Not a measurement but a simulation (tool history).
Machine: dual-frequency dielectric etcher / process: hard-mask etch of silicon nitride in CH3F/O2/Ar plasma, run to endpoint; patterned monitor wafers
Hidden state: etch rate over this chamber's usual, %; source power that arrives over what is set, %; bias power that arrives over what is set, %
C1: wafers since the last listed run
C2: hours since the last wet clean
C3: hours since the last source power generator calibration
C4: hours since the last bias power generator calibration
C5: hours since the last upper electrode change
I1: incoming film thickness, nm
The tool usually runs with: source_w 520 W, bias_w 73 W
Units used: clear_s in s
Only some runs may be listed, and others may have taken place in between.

Run 1, hour 0: usual settings but bias_w 61 W; C1 0; C2 232.3; C3 1342; C4 3897.2; C5 4521.2; I1 48.75. Result: clear_s 60.8 s.
Run 2, hour 14.9: usual settings but bias_w 61 W; C1 180; C2 247.2; C3 1356.9; C4 3912.1; C5 4536.1; I1 48.59. Result: clear_s 62.2 s.
Run 3, hour 48.1: usual settings but bias_w 61 W; C1 403; C2 280.4; C3 1390.1; C4 3945.3; C5 4569.3; I1 49.05. Result: clear_s 62.4 s.
Run 4, hour 60.3: usual settings; C1 148; C2 292.6; C3 1402.3; C4 3957.5; C5 4581.5; I1 49.06. Result: clear_s 59.5 s.
Run 5, hour 77.7: usual settings; C1 211; C2 310; C3 1419.7; C4 3974.9; C5 4598.9; I1 48.86. Result: clear_s 59.4 s.
Run 6, hour 96.7: usual settings but source_w 550 W; C1 230; C2 329; C3 1438.7; C4 3993.9; C5 4617.9; I1 49.16. Result: clear_s 58.7 s.
Run 7, hour 127.2: usual settings but source_w 550 W; C1 370; C2 359.5; C3 1469.2; C4 4024.4; C5 4648.4; I1 48.88. Result: clear_s 58.3 s.
Run 8, hour 150.7: usual settings but source_w 600 W, bias_w 67 W; C1 285; C2 383; C3 1492.7; C4 4047.9; C5 4671.9; I1 48.61. Result: clear_s 57.6 s.
Run 9, hour 203.2: usual settings but source_w 590 W; C1 637; C2 435.5; C3 1545.2; C4 4100.4; C5 4724.4; I1 48.78. Result: clear_s 58 s.
Run 10, hour 222.1: usual settings but source_w 590 W; C1 229; C2 454.4; C3 1564.1; C4 4119.3; C5 4743.3; I1 48.4. Result: clear_s 57.7 s.
Run 11, hour 255.3: usual settings but source_w 590 W; C1 403; C2 487.6; C3 1597.3; C4 4152.5; C5 4776.5; I1 48.62. Result: clear_s 57.7 s.
Run 12, hour 280.7: usual settings but source_w 560 W, bias_w 59 W; C1 308; C2 513; C3 1622.7; C4 4177.9; C5 4801.9; I1 48.24. Result: clear_s 61.8 s.
At hour 304.9: source power generator calibrated.
At hour 307.4: bias power generator calibrated.
Run 13, hour 307.9: usual settings but source_w 560 W, bias_w 59 W; C1 251; C2 540.2; C3 3; C4 0.5; C5 4829.1; I1 48.64. Result: clear_s 61.5 s.
At hour 337.3: wet clean of the chamber.
Run 14, hour 337.8: usual settings; C1 71; C2 0.5; C3 32.9; C4 30.4; C5 4859; I1 49.14. Result: clear_s 58.8 s.
Run 15, hour 359.1: usual settings but source_w 460 W; C1 258; C2 21.8; C3 54.2; C4 51.7; C5 4880.3; I1 48.84. Result: clear_s 60.9 s.
Run 16, hour 372.9: usual settings but bias_w 82 W; C1 167; C2 35.6; C3 68; C4 65.5; C5 4894.1; I1 48.82. Result: clear_s 56.4 s.
Run 17, hour 406.5: usual settings; C1 407; C2 69.2; C3 101.6; C4 99.1; C5 4927.7; I1 48.44. Result: clear_s 58.1 s.
Run 18, hour 438.4: usual settings but source_w 590 W, bias_w 85 W; C1 387; C2 101.1; C3 133.5; C4 131; C5 4959.6; I1 49.04. Result: clear_s 54.6 s.
At hour 472.2: upper electrode replaced.
Run 19, hour 472.7: usual settings but bias_w 59 W; C1 125; C2 135.4; C3 167.8; C4 165.3; C5 0.5; I1 48.69. Result: clear_s 62.2 s.
Run 20, hour 488.6: usual settings but source_w 560 W; C1 193; C2 151.3; C3 183.7; C4 181.2; C5 16.4; I1 48.63. Result: clear_s 57 s.
Run 21, hour 521.4: usual settings but source_w 620 W, bias_w 84 W; C1 398; C2 184.1; C3 216.5; C4 214; C5 49.2; I1 47.96. Result: clear_s 52.8 s.
Run 22, hour 536.7: usual settings but source_w 600 W, bias_w 81 W; C1 185; C2 199.4; C3 231.8; C4 229.3; C5 64.5; I1 48.82. Result: clear_s 54.8 s.
Run 23, hour 556.8: usual settings but source_w 390 W, bias_w 63 W; C1 244; C2 219.5; C3 251.9; C4 249.4; C5 84.6; I1 48.47. Result: clear_s 67.1 s.
Run 24, hour 591.2: usual settings but bias_w 66 W; C1 417; C2 253.9; C3 286.3; C4 283.8; C5 119; I1 48.77. Result: clear_s 61.6 s.
Run 25, hour 607.6: usual settings but source_w 390 W, bias_w 57 W; C1 199; C2 270.3; C3 302.7; C4 300.2; C5 135.4; I1 49.16. Result: clear_s 70 s.

Consider 4 possible next runs. They are alternatives, not a sequence: every one starts from the tool as it was left by run 25. What does each give?
Run A, hour 608: usual settings but source_w 650 W; C1 4; C2 270.7; C3 303.1; C4 300.6; C5 135.8; I1 49.07. Result: clear_s ?.
Run B, hour 608: usual settings but bias_w 62 W; C1 4; C2 270.7; C3 303.1; C4 300.6; C5 135.8; I1 49.07. Result: clear_s ?.
Run C, hour 608: usual settings but source_w 460 W, bias_w 57 W; C1 4; C2 270.7; C3 303.1; C4 300.6; C5 135.8; I1 49.07. Result: clear_s ?.
Run D, hour 608: usual settings but source_w 640 W, bias_w 57 W; C1 4; C2 270.7; C3 303.1; C4 300.6; C5 135.8; I1 49.07. Result: clear_s ?.

run  clear_s
  A     55.7
  B     62.7
  C     66.7
  D     59.7
What these runs would have given with no unlogged condition in the tool:
run  clear_s
  A     54.1
  B     60.9
  C     64.8
  D       58

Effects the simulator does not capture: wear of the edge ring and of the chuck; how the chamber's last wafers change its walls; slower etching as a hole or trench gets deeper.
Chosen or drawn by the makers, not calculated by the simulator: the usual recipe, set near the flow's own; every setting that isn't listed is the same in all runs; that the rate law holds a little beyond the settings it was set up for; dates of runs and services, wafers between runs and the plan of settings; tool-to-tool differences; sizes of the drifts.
